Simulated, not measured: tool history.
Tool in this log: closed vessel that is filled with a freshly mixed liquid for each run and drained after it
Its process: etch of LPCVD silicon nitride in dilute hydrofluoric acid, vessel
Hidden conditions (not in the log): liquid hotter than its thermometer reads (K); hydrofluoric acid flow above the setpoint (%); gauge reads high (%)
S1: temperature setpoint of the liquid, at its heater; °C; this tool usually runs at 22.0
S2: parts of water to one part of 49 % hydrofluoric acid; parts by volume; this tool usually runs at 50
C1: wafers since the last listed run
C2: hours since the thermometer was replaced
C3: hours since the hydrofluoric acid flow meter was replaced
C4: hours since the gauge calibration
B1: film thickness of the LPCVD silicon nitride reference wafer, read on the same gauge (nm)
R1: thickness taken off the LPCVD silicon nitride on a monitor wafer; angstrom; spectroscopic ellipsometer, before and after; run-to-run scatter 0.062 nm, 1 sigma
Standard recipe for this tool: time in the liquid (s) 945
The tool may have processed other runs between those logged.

Run 1, hour 0.0: usual settings; C1 0; C2 671.7; C3 402.7; C4 1507.0; B1 60.02. Result: R1 89.7 angstrom.
At hour 84.0: hydrofluoric acid flow meter replaced.
Run 2, hour 100.7: usual settings; C1 7161; C2 772.4; C3 16.7; C4 1607.7; B1 60.02. Result: R1 89.9 angstrom.
Run 3, hour 190.1: usual settings; C1 6421; C2 861.8; C3 106.1; C4 1697.1; B1 60.00. Result: R1 91.4 angstrom.
Run 4, hour 278.1: usual settings; C1 6320; C2 949.8; C3 194.1; C4 1785.1; B1 60.03. Result: R1 91.1 angstrom.
At hour 452.8: hydrofluoric acid flow meter replaced.
Run 5, hour 490.3: usual settings but time in the liquid (s) 795; C1 15169; C2 1162.0; C3 37.5; C4 1997.3; B1 59.99. Result: R1 76.0 angstrom.
Run 6, hour 537.4: usual settings but time in the liquid (s) 795; C1 3383; C2 1209.1; C3 84.6; C4 2044.4; B1 60.00. Result: R1 75.9 angstrom.
Run 7, hour 590.3: usual settings but S1 25.0 °C; C1 3799; C2 1262.0; C3 137.5; C4 2097.3; B1 59.99. Result: R1 111.6 angstrom.
Run 8, hour 646.2: usual settings but S1 25.0 °C; C1 4015; C2 1317.9; C3 193.4; C4 2153.2; B1 59.99. Result: R1 111.8 angstrom.
Run 9, hour 682.9: usual settings; C1 2636; C2 1354.6; C3 230.1; C4 2189.9; B1 60.00. Result: R1 91.5 angstrom.
At hour 757.3: gauge calibrated.
Run 10, hour 771.2: usual settings but time in the liquid (s) 1265; C1 6342; C2 1442.9; C3 318.4; C4 13.9; B1 59.99. Result: R1 122.7 angstrom.
Run 11, hour 832.3: usual settings but time in the liquid (s) 1265; C1 4388; C2 1504.0; C3 379.5; C4 75.0; B1 60.00. Result: R1 122.9 angstrom.
At hour 893.7: hydrofluoric acid flow meter replaced.
Run 12, hour 914.7: usual settings but time in the liquid (s) 1265; C1 5846; C2 1586.4; C3 21.0; C4 157.4; B1 60.01. Result: R1 121.0 angstrom.
Run 13, hour 1006.4: usual settings but S1 23.5 °C, S2 60 parts by volume, time in the liquid (s) 1110; C1 6586; C2 1678.1; C3 112.7; C4 249.1; B1 59.99. Result: R1 99.3 angstrom.
Run 14, hour 1282.3: usual settings but S2 70 parts by volume; C1 19816; C2 1954.0; C3 388.6; C4 525.0; B1 60.01. Result: R1 65.5 angstrom.
At hour 1304.4: hydrofluoric acid flow meter replaced.
Run 15, hour 1352.2: usual settings but S2 55 parts by volume; C1 4948; C2 2023.9; C3 47.8; C4 594.9; B1 60.00. Result: R1 83.4 angstrom.
At hour 1355.9: thermometer replaced.
Run 16, hour 1405.5: usual settings but time in the liquid (s) 1495; C1 3756; C2 49.6; C3 101.1; C4 648.2; B1 59.99. Result: R1 140.5 angstrom.
Run 17, hour 1489.7: usual settings; C1 6047; C2 133.8; C3 185.3; C4 732.4; B1 60.00. Result: R1 89.6 angstrom.
Run 18, hour 1577.1: usual settings but S1 24.0 °C, S2 65 parts by volume; C1 6277; C2 221.2; C3 272.7; C4 819.8; B1 60.01. Result: R1 79.5 angstrom.
Run 19, hour 1644.0: usual settings but S2 35 parts by volume, time in the liquid (s) 720; C1 4805; C2 288.1; C3 339.6; C4 886.7; B1 59.99. Result: R1 95.2 angstrom.
At hour 1688.6: hydrofluoric acid flow meter replaced.
Run 20, hour 1690.8: usual settings but S2 30 parts by volume, time in the liquid (s) 740; C1 3289; C2 334.9; C3 2.2; C4 933.5; B1 60.00. Result: R1 115.4 angstrom.
Run 21, hour 1758.9: usual settings; C1 4891; C2 403.0; C3 70.3; C4 1001.6; B1 59.99. Result: R1 89.4 angstrom.
Run 22, hour 1855.3: usual settings but S1 20.5 °C; C1 6924; C2 499.4; C3 166.7; C4 1098.0; B1 59.98. Result: R1 80.9 angstrom.
Run 23, hour 1951.0: usual settings but S1 17.5 °C, time in the liquid (s) 1500; C1 6873; C2 595.1; C3 262.4; C4 1193.7; B1 59.99. Result: R1 104.1 angstrom.
Run 24, hour 2057.0: usual settings but S1 18.0 °C, S2 40 parts by volume, time in the liquid (s) 730; C1 7613; C2 701.1; C3 368.4; C4 1299.7; B1 60.03. Result: R1 65.3 angstrom.
Run 25, hour 2162.1: usual settings but S1 25.5 °C, S2 30 parts by volume, time in the liquid (s) 425; C1 7548; C2 806.2; C3 473.5; C4 1404.8; B1 60.00. Result: R1 84.6 angstrom.

State the hidden condition of the tool at each of the runs:
hydrofluoric acid flow above the setpoint (%): 0 in every run
gauge reads high (%): 0 in every run
H1: liquid hotter than its thermometer reads (K)
run      H1
  1   0.199
  2   0.223
  3   0.243
  4   0.264
  5   0.313
  6   0.324
  7   0.336
  8   0.349
  9   0.358
 10   0.378
 11   0.392
 12   0.411
 13   0.433
 14   0.497
 15   0.513
 16  0.0481
 17  0.0676
 18  0.0879
 19   0.103
 20   0.114
 21    0.13
 22   0.152
 23   0.175
 24   0.199
 25   0.224

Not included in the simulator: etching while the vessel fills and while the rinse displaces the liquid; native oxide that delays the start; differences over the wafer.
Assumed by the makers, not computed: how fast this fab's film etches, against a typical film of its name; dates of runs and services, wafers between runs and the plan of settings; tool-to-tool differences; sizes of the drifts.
